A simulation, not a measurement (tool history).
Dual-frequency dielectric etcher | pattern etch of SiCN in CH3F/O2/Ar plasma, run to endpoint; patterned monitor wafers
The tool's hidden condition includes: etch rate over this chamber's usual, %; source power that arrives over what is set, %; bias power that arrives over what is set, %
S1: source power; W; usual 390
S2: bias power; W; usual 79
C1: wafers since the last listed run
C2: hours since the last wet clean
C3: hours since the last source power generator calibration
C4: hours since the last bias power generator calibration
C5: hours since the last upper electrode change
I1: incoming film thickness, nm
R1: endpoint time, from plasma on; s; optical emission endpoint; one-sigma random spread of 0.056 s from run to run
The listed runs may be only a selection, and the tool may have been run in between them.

run 1 hour=0 | S1=450 S2=79 | C1=0 C2=375.4 C3=1858.6 C4=4125.2 C5=2982.1 | I1=7.04 | R1=17.5
run 2 hour=23.3 | S1=450 S2=79 | C1=356 C2=398.7 C3=1881.9 C4=4148.5 C5=3005.4 | I1=7.07 | R1=17.5
-- hour=92.6 wet clean of the chamber
run 3 hour=93.1 | S1=450 S2=79 | C1=700 C2=0.5 C3=1951.7 C4=4218.3 C5=3075.2 | I1=7.08 | R1=17.9
run 4 hour=104.2 | S1=360 S2=89 | C1=169 C2=11.6 C3=1962.8 C4=4229.4 C5=3086.3 | I1=7.15 | R1=18.7
run 5 hour=136.5 | S1=360 S2=89 | C1=494 C2=43.9 C3=1995.1 C4=4261.7 C5=3118.6 | I1=7.13 | R1=18.5
run 6 hour=152.2 | S1=390 S2=79 | C1=240 C2=59.6 C3=2010.8 C4=4277.4 C5=3134.3 | I1=7.04 | R1=18.6
run 7 hour=177.5 | S1=390 S2=79 | C1=387 C2=84.9 C3=2036.1 C4=4302.7 C5=3159.6 | I1=7.11 | R1=18.7
run 8 hour=204.3 | S1=390 S2=79 | C1=410 C2=111.7 C3=2062.9 C4=4329.5 C5=3186.4 | I1=7.06 | R1=18.7
run 9 hour=233.6 | S1=320 S2=89 | C1=448 C2=141 C3=2092.2 C4=4358.8 C5=3215.7 | I1=7.1 | R1=19.1
run 10 hour=263.1 | S1=390 S2=94 | C1=451 C2=170.5 C3=2121.7 C4=4388.3 C5=3245.2 | I1=7.15 | R1=17.8
run 11 hour=287.9 | S1=390 S2=79 | C1=379 C2=195.3 C3=2146.5 C4=4413.1 C5=3270 | I1=7.07 | R1=18.5
-- hour=301.9 source power generator calibrated
run 12 hour=305.5 | S1=330 S2=79 | C1=208 C2=212.9 C3=3.6 C4=4430.7 C5=3287.6 | I1=7.13 | R1=19.6
run 13 hour=341.4 | S1=330 S2=79 | C1=549 C2=248.8 C3=39.5 C4=4466.6 C5=3323.5 | I1=7.07 | R1=19.3
run 14 hour=366.2 | S1=390 S2=79 | C1=379 C2=273.6 C3=64.3 C4=4491.4 C5=3348.3 | I1=7.08 | R1=18.4
run 15 hour=383.9 | S1=390 S2=79 | C1=270 C2=291.3 C3=82 C4=4509.1 C5=3366 | I1=7.08 | R1=18.4
-- hour=407.9 upper electrode replaced
run 16 hour=444.9 | S1=320 S2=61 | C1=566 C2=352.3 C3=143 C4=4570.1 C5=37 | I1=7.14 | R1=21.3
-- hour=453.3 bias power generator calibrated
run 17 hour=458.4 | S1=310 S2=69 | C1=145 C2=365.8 C3=156.5 C4=5.1 C5=50.5 | I1=7.09 | R1=20.5
run 18 hour=492.3 | S1=390 S2=85 | C1=518 C2=399.7 C3=190.4 C4=39 C5=84.4 | I1=7.09 | R1=17.9
run 19 hour=544.3 | S1=390 S2=79 | C1=795 C2=451.7 C3=242.4 C4=91 C5=136.4 | I1=7.14 | R1=18.5
run 20 hour=576.2 | S1=340 S2=95 | C1=488 C2=483.6 C3=274.3 C4=122.9 C5=168.3 | I1=7.12 | R1=18
-- hour=608.7 wet clean of the chamber
run 21 hour=609.2 | S1=390 S2=73 | C1=137 C2=0.5 C3=307.3 C4=155.9 C5=201.3 | I1=7.13 | R1=19.3
run 22 hour=621.1 | S1=450 S2=79 | C1=182 C2=12.4 C3=319.2 C4=167.8 C5=213.2 | I1=7.03 | R1=17.7
run 23 hour=646.2 | S1=470 S2=94 | C1=384 C2=37.5 C3=344.3 C4=192.9 C5=238.3 | I1=7.06 | R1=16.6
run 24 hour=663.2 | S1=320 S2=61 | C1=260 C2=54.5 C3=361.3 C4=209.9 C5=255.3 | I1=7.18 | R1=21.7
run 25 hour=676.2 | S1=450 S2=93 | C1=198 C2=67.5 C3=374.3 C4=222.9 C5=268.3 | I1=7.17 | R1=17.3
run 26 hour=705.6 | S1=390 S2=79 | C1=449 C2=96.9 C3=403.7 C4=252.3 C5=297.7 | I1=7.05 | R1=18.6
run 27 hour=731.6 | S1=440 S2=71 | C1=397 C2=122.9 C3=429.7 C4=278.3 C5=323.7 | I1=7.11 | R1=18.5
run 28 hour=761.6 | S1=390 S2=79 | C1=459 C2=152.9 C3=459.7 C4=308.3 C5=353.7 | I1=7.06 | R1=18.4
run 29 hour=779.8 | S1=420 S2=79 | C1=278 C2=171.1 C3=477.9 C4=326.5 C5=371.9 | I1=7.1 | R1=18.2

4 ways to go on from here, each from the tool as it stands after run 29. What would each give?
run A hour=780.2 | S1=430 S2=79 | C1=6 C2=171.5 C3=478.3 C4=326.9 C5=372.3 | I1=7.12 | R1=?
run B hour=780.2 | S1=390 S2=95 | C1=6 C2=171.5 C3=478.3 C4=326.9 C5=372.3 | I1=7.12 | R1=?
run C hour=780.2 | S1=420 S2=72 | C1=6 C2=171.5 C3=478.3 C4=326.9 C5=372.3 | I1=7.12 | R1=?
run D hour=780.2 | S1=430 S2=97 | C1=6 C2=171.5 C3=478.3 C4=326.9 C5=372.3 | I1=7.12 | R1=?

run=A R1=18
run=B R1=17.5
run=C R1=18.7
run=D R1=16.9
Without the tool's unlogged condition, the same runs would have read:
run=A R1=18.2
run=B R1=17.7
run=C R1=18.9
run=D R1=17
